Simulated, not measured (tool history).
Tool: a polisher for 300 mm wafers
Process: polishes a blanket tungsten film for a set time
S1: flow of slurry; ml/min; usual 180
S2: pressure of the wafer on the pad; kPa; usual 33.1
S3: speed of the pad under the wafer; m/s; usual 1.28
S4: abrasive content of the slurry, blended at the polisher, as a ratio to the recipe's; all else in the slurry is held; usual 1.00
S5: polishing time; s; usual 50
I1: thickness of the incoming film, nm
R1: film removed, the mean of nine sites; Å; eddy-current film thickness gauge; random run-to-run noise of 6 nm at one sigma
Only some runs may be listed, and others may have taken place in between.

run 1 hour=0.0 | S1=180 S2=33.1 S3=1.28 S4=1.00 S5=50 | I1=1114.4 | R1=4373
-- hour=7.1 worn pad replaced by a new one
run 2 hour=10.9 | S1=180 S2=33.1 S3=1.28 S4=1.00 S5=50 | I1=1095.3 | R1=4381
-- hour=23.9 slurry tank refilled with fresh slurry and peroxide
run 3 hour=27.9 | S1=180 S2=33.1 S3=1.28 S4=1.00 S5=50 | I1=1128.7 | R1=4292
run 4 hour=44.6 | S1=180 S2=33.1 S3=1.28 S4=1.00 S5=50 | I1=1111.0 | R1=4268
run 5 hour=52.1 | S1=180 S2=33.1 S3=1.28 S4=1.00 S5=50 | I1=1112.5 | R1=4205
run 6 hour=64.4 | S1=180 S2=33.1 S3=0.94 S4=1.00 S5=50 | I1=1100.8 | R1=3144
-- hour=81.6 worn pad replaced by a new one
run 7 hour=82.1 | S1=180 S2=33.1 S3=1.28 S4=1.00 S5=50 | I1=1122.0 | R1=4413
run 8 hour=85.9 | S1=180 S2=33.1 S3=1.28 S4=1.00 S5=50 | I1=1107.7 | R1=4439
-- hour=96.9 slurry tank refilled with fresh slurry and peroxide
run 9 hour=98.8 | S1=180 S2=33.1 S3=1.28 S4=1.00 S5=50 | I1=1101.0 | R1=4340
run 10 hour=108.7 | S1=180 S2=33.1 S3=1.28 S4=1.00 S5=50 | I1=1121.6 | R1=4348
run 11 hour=125.6 | S1=180 S2=33.1 S3=1.28 S4=1.00 S5=50 | I1=1125.0 | R1=4311
run 12 hour=131.6 | S1=120 S2=33.1 S3=1.28 S4=0.80 S5=50 | I1=1089.4 | R1=3973
-- hour=138.5 head pressure recalibrated
-- hour=169.2 worn pad replaced by a new one
run 13 hour=170.2 | S1=180 S2=33.1 S3=1.28 S4=1.00 S5=50 | I1=1104.6 | R1=4417
-- hour=187.3 slurry tank refilled with fresh slurry and peroxide
run 14 hour=187.7 | S1=130 S2=33.1 S3=1.28 S4=1.00 S5=50 | I1=1104.3 | R1=4247
-- hour=194.9 slurry nozzle cleaned
run 15 hour=195.4 | S1=235 S2=33.1 S3=1.28 S4=1.25 S5=59 | I1=1094.2 | R1=5529
run 16 hour=209.0 | S1=205 S2=24.8 S3=0.84 S4=1.00 S5=44 | I1=1122.4 | R1=2098
run 17 hour=215.3 | S1=180 S2=33.1 S3=1.28 S4=1.00 S5=50 | I1=1097.3 | R1=4369
-- hour=228.2 slurry blender recalibrated
run 18 hour=228.7 | S1=180 S2=33.1 S3=1.28 S4=1.00 S5=50 | I1=1104.3 | R1=4302
-- hour=261.3 worn pad replaced by a new one
run 19 hour=266.0 | S1=225 S2=33.1 S3=1.68 S4=1.00 S5=34 | I1=1087.3 | R1=4096
-- hour=274.5 slurry tank refilled with fresh slurry and peroxide
run 20 hour=281.8 | S1=180 S2=33.1 S3=1.28 S4=1.00 S5=57 | I1=1122.0 | R1=5046
run 21 hour=297.2 | S1=180 S2=38.6 S3=1.28 S4=1.10 S5=50 | I1=1105.1 | R1=4879
run 22 hour=310.2 | S1=180 S2=33.1 S3=1.28 S4=0.75 S5=50 | I1=1099.4 | R1=4063
run 23 hour=322.2 | S1=120 S2=33.1 S3=1.28 S4=1.00 S5=45 | I1=1123.4 | R1=3665
run 24 hour=330.0 | S1=180 S2=33.1 S3=1.42 S4=1.10 S5=50 | I1=1109.4 | R1=4925
run 25 hour=347.2 | S1=200 S2=24.8 S3=1.52 S4=1.00 S5=33 | I1=1096.1 | R1=2883
-- hour=353.7 worn pad replaced by a new one
-- hour=360.2 slurry tank refilled with fresh slurry and peroxide
run 26 hour=363.7 | S1=180 S2=33.1 S3=1.28 S4=1.00 S5=50 | I1=1124.0 | R1=4295

What if the next run were any one of these 4? Each begins from the tool's condition after run 26:
run A hour=364.1 | S1=180 S2=33.1 S3=1.28 S4=1.00 S5=50 | I1=1099.5 | R1=?
run B hour=364.1 | S1=150 S2=26.9 S3=1.28 S4=1.00 S5=50 | I1=1099.5 | R1=?
run C hour=364.1 | S1=180 S2=33.1 S3=1.28 S4=1.30 S5=50 | I1=1099.5 | R1=?
run D hour=364.1 | S1=180 S2=29.6 S3=1.28 S4=1.00 S5=39 | I1=1099.5 | R1=?

run=A R1=4235
run=B R1=3665
run=C R1=4486
run=D R1=3086
Without the tool's hidden state the same runs would have given:
run=A R1=4235
run=B R1=3665
run=C R1=4486
run=D R1=3086
